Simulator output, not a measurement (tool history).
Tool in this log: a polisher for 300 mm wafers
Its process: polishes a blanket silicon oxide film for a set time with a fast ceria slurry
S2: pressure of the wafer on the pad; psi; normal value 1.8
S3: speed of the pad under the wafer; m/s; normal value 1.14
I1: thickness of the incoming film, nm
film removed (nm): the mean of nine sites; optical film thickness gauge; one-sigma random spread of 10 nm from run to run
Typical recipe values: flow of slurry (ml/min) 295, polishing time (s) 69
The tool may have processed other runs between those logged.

{"run": 1, "day": 0.0, "flow of slurry (ml/min)": 295, "S2": 1.8, "S3": 1.14, "polishing time (s)": 69, "I1": 3902.2, "film removed (nm)": 855.9}
{"run": 2, "day": 0.462, "flow of slurry (ml/min)": 295, "S2": 1.8, "S3": 1.14, "polishing time (s)": 69, "I1": 3876.8, "film removed (nm)": 841.9}
{"run": 3, "day": 1.004, "flow of slurry (ml/min)": 295, "S2": 1.8, "S3": 1.14, "polishing time (s)": 69, "I1": 3865.9, "film removed (nm)": 840.1}
{"day": 1.258, "done": "worn pad replaced by a new one"}
{"run": 4, "day": 1.658, "flow of slurry (ml/min)": 295, "S2": 1.8, "S3": 1.14, "polishing time (s)": 69, "I1": 3823.9, "film removed (nm)": 850.3}
{"run": 5, "day": 2.208, "flow of slurry (ml/min)": 295, "S2": 1.8, "S3": 1.14, "polishing time (s)": 69, "I1": 3806.9, "film removed (nm)": 856.6}
{"run": 6, "day": 2.575, "flow of slurry (ml/min)": 295, "S2": 1.8, "S3": 1.14, "polishing time (s)": 69, "I1": 3827.4, "film removed (nm)": 867}
{"run": 7, "day": 2.871, "flow of slurry (ml/min)": 295, "S2": 1.8, "S3": 1.14, "polishing time (s)": 69, "I1": 3931.5, "film removed (nm)": 856.3}
{"day": 3.483, "done": "head pressure recalibrated"}
{"run": 8, "day": 3.504, "flow of slurry (ml/min)": 295, "S2": 1.8, "S3": 1.44, "polishing time (s)": 69, "I1": 3872.5, "film removed (nm)": 977.4}
{"run": 9, "day": 3.85, "flow of slurry (ml/min)": 295, "S2": 1.8, "S3": 1.44, "polishing time (s)": 69, "I1": 3903.2, "film removed (nm)": 995.1}
{"run": 10, "day": 4.312, "flow of slurry (ml/min)": 295, "S2": 1.8, "S3": 1.14, "polishing time (s)": 69, "I1": 3871.1, "film removed (nm)": 785}
{"run": 11, "day": 4.788, "flow of slurry (ml/min)": 295, "S2": 1.8, "S3": 1.14, "polishing time (s)": 69, "I1": 3827.4, "film removed (nm)": 805.6}
{"run": 12, "day": 5.167, "flow of slurry (ml/min)": 295, "S2": 1.8, "S3": 1.14, "polishing time (s)": 69, "I1": 3830.4, "film removed (nm)": 786}
{"run": 13, "day": 5.854, "flow of slurry (ml/min)": 295, "S2": 1.8, "S3": 1.14, "polishing time (s)": 69, "I1": 3862.4, "film removed (nm)": 774.1}
{"day": 6.429, "done": "worn pad replaced by a new one"}
{"run": 14, "day": 6.45, "flow of slurry (ml/min)": 295, "S2": 1.8, "S3": 1.14, "polishing time (s)": 69, "I1": 3887.1, "film removed (nm)": 799.4}
{"run": 15, "day": 6.721, "flow of slurry (ml/min)": 295, "S2": 1.5, "S3": 1.14, "polishing time (s)": 69, "I1": 3787.3, "film removed (nm)": 677.6}
{"run": 16, "day": 7.071, "flow of slurry (ml/min)": 295, "S2": 1.8, "S3": 1.14, "polishing time (s)": 69, "I1": 3897.1, "film removed (nm)": 795.7}
{"run": 17, "day": 7.492, "flow of slurry (ml/min)": 340, "S2": 1.4, "S3": 1.14, "polishing time (s)": 92, "I1": 3845.5, "film removed (nm)": 854.4}
{"run": 18, "day": 7.812, "flow of slurry (ml/min)": 295, "S2": 1.8, "S3": 1.14, "polishing time (s)": 80, "I1": 3875.5, "film removed (nm)": 922.8}
{"day": 8.521, "done": "slurry nozzle cleaned"}
{"run": 19, "day": 9.462, "flow of slurry (ml/min)": 350, "S2": 1.5, "S3": 0.86, "polishing time (s)": 58, "I1": 3836.1, "film removed (nm)": 429}
{"run": 20, "day": 10.054, "flow of slurry (ml/min)": 330, "S2": 2.3, "S3": 1.26, "polishing time (s)": 89, "I1": 3827.9, "film removed (nm)": 1460.4}
{"run": 21, "day": 10.75, "flow of slurry (ml/min)": 295, "S2": 2.4, "S3": 0.96, "polishing time (s)": 69, "I1": 3818.4, "film removed (nm)": 893.6}
{"run": 22, "day": 11.062, "flow of slurry (ml/min)": 295, "S2": 1.8, "S3": 1.24, "polishing time (s)": 77, "I1": 3817.9, "film removed (nm)": 985.5}
{"day": 11.633, "done": "worn pad replaced by a new one"}
{"run": 23, "day": 11.654, "flow of slurry (ml/min)": 295, "S2": 1.8, "S3": 1.14, "polishing time (s)": 69, "I1": 3883.9, "film removed (nm)": 793.3}
{"run": 24, "day": 11.962, "flow of slurry (ml/min)": 295, "S2": 1.8, "S3": 0.9, "polishing time (s)": 69, "I1": 3851.9, "film removed (nm)": 643.5}
{"run": 25, "day": 12.696, "flow of slurry (ml/min)": 295, "S2": 1.8, "S3": 1.14, "polishing time (s)": 69, "I1": 3823.9, "film removed (nm)": 803.8}
{"run": 26, "day": 13.417, "flow of slurry (ml/min)": 295, "S2": 1.8, "S3": 1.14, "polishing time (s)": 86, "I1": 3849.6, "film removed (nm)": 1012.9}
{"run": 27, "day": 13.929, "flow of slurry (ml/min)": 265, "S2": 1.6, "S3": 1.14, "polishing time (s)": 58, "I1": 3846.5, "film removed (nm)": 595.6}
{"run": 28, "day": 14.625, "flow of slurry (ml/min)": 295, "S2": 2.1, "S3": 1.14, "polishing time (s)": 69, "I1": 3884.6, "film removed (nm)": 950.7}
{"run": 29, "day": 15.238, "flow of slurry (ml/min)": 295, "S2": 1.5, "S3": 1.48, "polishing time (s)": 81, "I1": 3898.2, "film removed (nm)": 1020.1}
{"run": 30, "day": 15.821, "flow of slurry (ml/min)": 295, "S2": 1.3, "S3": 1.14, "polishing time (s)": 83, "I1": 3832.1, "film removed (nm)": 711.8}
{"day": 16.321, "done": "worn pad replaced by a new one"}
{"run": 31, "day": 16.421, "flow of slurry (ml/min)": 295, "S2": 1.8, "S3": 1.14, "polishing time (s)": 84, "I1": 3797.1, "film removed (nm)": 971.2}
{"run": 32, "day": 17.267, "flow of slurry (ml/min)": 370, "S2": 2.1, "S3": 1.14, "polishing time (s)": 53, "I1": 3822.2, "film removed (nm)": 745.3}
{"run": 33, "day": 17.683, "flow of slurry (ml/min)": 295, "S2": 2, "S3": 1.14, "polishing time (s)": 79, "I1": 3901.1, "film removed (nm)": 1046.7}
{"run": 34, "day": 18.108, "flow of slurry (ml/min)": 295, "S2": 2.3, "S3": 1.14, "polishing time (s)": 69, "I1": 3881.7, "film removed (nm)": 1023.4}
{"run": 35, "day": 18.367, "flow of slurry (ml/min)": 215, "S2": 1.8, "S3": 1.14, "polishing time (s)": 69, "I1": 3837, "film removed (nm)": 776.4}
{"run": 36, "day": 18.908, "flow of slurry (ml/min)": 360, "S2": 2, "S3": 1.14, "polishing time (s)": 49, "I1": 3853.8, "film removed (nm)": 650.8}
{"run": 37, "day": 19.554, "flow of slurry (ml/min)": 340, "S2": 1.8, "S3": 0.86, "polishing time (s)": 82, "I1": 3874.7, "film removed (nm)": 729.3}

What was the tool's hidden state at every run in the log?
removal rate lost through wear of the pad, %: 0 at every run
slurry flow missing at the pad, %: 0 at every run
H1: deviation of the head's pressure from its setpoint, %
run=1 H1=11.7
run=2 H1=11.8
run=3 H1=12
run=4 H1=12.1
run=5 H1=12.3
run=6 H1=12.4
run=7 H1=12.5
run=8 H1=2.2
run=9 H1=2.29
run=10 H1=2.42
run=11 H1=2.55
run=12 H1=2.65
run=13 H1=2.84
run=14 H1=3.01
run=15 H1=3.08
run=16 H1=3.18
run=17 H1=3.29
run=18 H1=3.38
run=19 H1=3.83
run=20 H1=4
run=21 H1=4.19
run=22 H1=4.27
run=23 H1=4.44
run=24 H1=4.52
run=25 H1=4.72
run=26 H1=4.92
run=27 H1=5.06
run=28 H1=5.25
run=29 H1=5.42
run=30 H1=5.58
run=31 H1=5.75
run=32 H1=5.98
run=33 H1=6.09
run=34 H1=6.21
run=35 H1=6.28
run=36 H1=6.43
run=37 H1=6.61

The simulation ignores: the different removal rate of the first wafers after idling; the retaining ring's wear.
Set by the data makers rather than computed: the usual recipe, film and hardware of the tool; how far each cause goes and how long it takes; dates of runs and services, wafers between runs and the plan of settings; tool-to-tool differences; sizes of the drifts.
